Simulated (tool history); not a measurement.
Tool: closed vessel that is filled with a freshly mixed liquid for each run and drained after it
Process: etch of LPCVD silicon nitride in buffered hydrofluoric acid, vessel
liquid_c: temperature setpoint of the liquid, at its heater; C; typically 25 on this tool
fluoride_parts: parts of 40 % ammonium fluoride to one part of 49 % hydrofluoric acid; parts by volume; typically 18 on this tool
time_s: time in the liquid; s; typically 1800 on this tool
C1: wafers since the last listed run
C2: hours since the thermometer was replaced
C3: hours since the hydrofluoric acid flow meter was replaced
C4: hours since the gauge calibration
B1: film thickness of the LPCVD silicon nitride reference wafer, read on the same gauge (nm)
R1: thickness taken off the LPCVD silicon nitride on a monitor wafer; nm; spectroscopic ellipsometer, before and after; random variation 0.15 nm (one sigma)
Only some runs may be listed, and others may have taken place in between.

run 1 hour=0 | liquid_c=27.5 fluoride_parts=18 time_s=2445 | C1=0 C2=2076.4 C3=865.9 C4=85.1 | B1=119.99 | R1=27.63
run 2 hour=23.7 | liquid_c=27.5 fluoride_parts=18 time_s=2445 | C1=896 C2=2100.1 C3=889.6 C4=108.8 | B1=120 | R1=27.55
run 3 hour=50.1 | liquid_c=27.5 fluoride_parts=18 time_s=2445 | C1=998 C2=2126.5 C3=916 C4=135.2 | B1=120 | R1=27.5
run 4 hour=66.2 | liquid_c=25 fluoride_parts=18 time_s=2025 | C1=608 C2=2142.6 C3=932.1 C4=151.3 | B1=120 | R1=20.24
run 5 hour=89.1 | liquid_c=25 fluoride_parts=23 time_s=1800 | C1=865 C2=2165.5 C3=955 C4=174.2 | B1=120.01 | R1=14.33
run 6 hour=123.4 | liquid_c=25 fluoride_parts=23 time_s=1800 | C1=1297 C2=2199.8 C3=989.3 C4=208.5 | B1=120.01 | R1=14.31
run 7 hour=148.3 | liquid_c=25 fluoride_parts=23 time_s=1800 | C1=941 C2=2224.7 C3=1014.2 C4=233.4 | B1=119.99 | R1=14.75
-- hour=165.9 thermometer replaced
run 8 hour=180.4 | liquid_c=25 fluoride_parts=18 time_s=1800 | C1=1176 C2=14.5 C3=1046.3 C4=265.5 | B1=119.99 | R1=18.35
run 9 hour=202.9 | liquid_c=25 fluoride_parts=18 time_s=1800 | C1=850 C2=37 C3=1068.8 C4=288 | B1=120 | R1=18.34
run 10 hour=237.7 | liquid_c=30 fluoride_parts=24.5 time_s=1120 | C1=1315 C2=71.8 C3=1103.6 C4=322.8 | B1=120 | R1=11.43
run 11 hour=271.7 | liquid_c=25 fluoride_parts=18 time_s=2025 | C1=1285 C2=105.8 C3=1137.6 C4=356.8 | B1=120 | R1=20.46
run 12 hour=306.4 | liquid_c=25 fluoride_parts=24.5 time_s=1155 | C1=1312 C2=140.5 C3=1172.3 C4=391.5 | B1=120.03 | R1=8.83
-- hour=311.7 hydrofluoric acid flow meter replaced
run 13 hour=336.9 | liquid_c=23.5 fluoride_parts=18 time_s=1175 | C1=1115 C2=171 C3=25.2 C4=422 | B1=120 | R1=10.02
run 14 hour=417 | liquid_c=23.5 fluoride_parts=23.5 time_s=2240 | C1=3029 C2=251.1 C3=105.3 C4=502.1 | B1=120.01 | R1=15.53
-- hour=417.2 gauge calibrated
run 15 hour=486.1 | liquid_c=25 fluoride_parts=14.5 time_s=1800 | C1=2613 C2=320.2 C3=174.4 C4=68.9 | B1=120 | R1=20.8
run 16 hour=501 | liquid_c=29 fluoride_parts=23 time_s=2210 | C1=563 C2=335.1 C3=189.3 C4=83.8 | B1=120 | R1=20.86
run 17 hour=515.9 | liquid_c=25 fluoride_parts=24.5 time_s=1800 | C1=563 C2=350 C3=204.2 C4=98.7 | B1=119.98 | R1=13.29
run 18 hour=551.8 | liquid_c=25 fluoride_parts=18 time_s=1800 | C1=1357 C2=385.9 C3=240.1 C4=134.6 | B1=120.01 | R1=17.12

Forecast each of these 3 alternatives for the next run:
run A hour=552.9 | liquid_c=21.5 fluoride_parts=18 time_s=1800 | C1=41 C2=387 C3=241.2 C4=135.7 | B1=? | R1=?
run B hour=552.9 | liquid_c=21.5 fluoride_parts=18 time_s=2350 | C1=41 C2=387 C3=241.2 C4=135.7 | B1=? | R1=?
run C hour=552.9 | liquid_c=21.5 fluoride_parts=14 time_s=1460 | C1=41 C2=387 C3=241.2 C4=135.7 | B1=? | R1=?

run=A B1=120.01 R1=14.07
run=B B1=120.01 R1=18.37
run=C B1=120.01 R1=14.61
Take away the tool's hidden state, keep each run's random variation, and the runs would have read:
run=A R1=13.5
run=B R1=17.63
run=C R1=14.02
